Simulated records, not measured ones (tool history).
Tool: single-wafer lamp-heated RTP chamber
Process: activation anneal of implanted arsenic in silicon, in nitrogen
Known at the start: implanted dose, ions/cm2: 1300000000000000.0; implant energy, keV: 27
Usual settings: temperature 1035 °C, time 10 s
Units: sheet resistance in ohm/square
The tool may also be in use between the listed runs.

run   hour  temperature  time  read-back reference wafer on the same gauge, sheet resistance  sheet resistance
  1    0.0         1035     9                                                         105.16            104.74
  2   39.6         1035     9                                                         105.39            105.79
      48.2  -- pyrometer window cleaned and pyrometer calibrated
  3   73.0         1035     9                                                         105.46            104.47
  4  144.2         1035    10                                                         105.98            104.98
  5  185.7         1035    10                                                         106.22            104.48
  6  309.7         1035    10                                                         107.05            104.40
  7  368.2         1035    10                                                         107.48            105.76
  8  403.0         1035    10                                                         107.73            106.07
     428.3  -- reflector plate cleaned
  9  436.7         1035    10                                                         108.09            105.70

The next listed run, before its measurement:
 10  462.8         1008     4                                                              ?                 ?

{"run 10": {"read-back reference wafer on the same gauge, sheet resistance": 108.26, "sheet resistance": 119.53}}
Without the tool's hidden state the same run would have given sheet resistance 113.76 ohm/square.
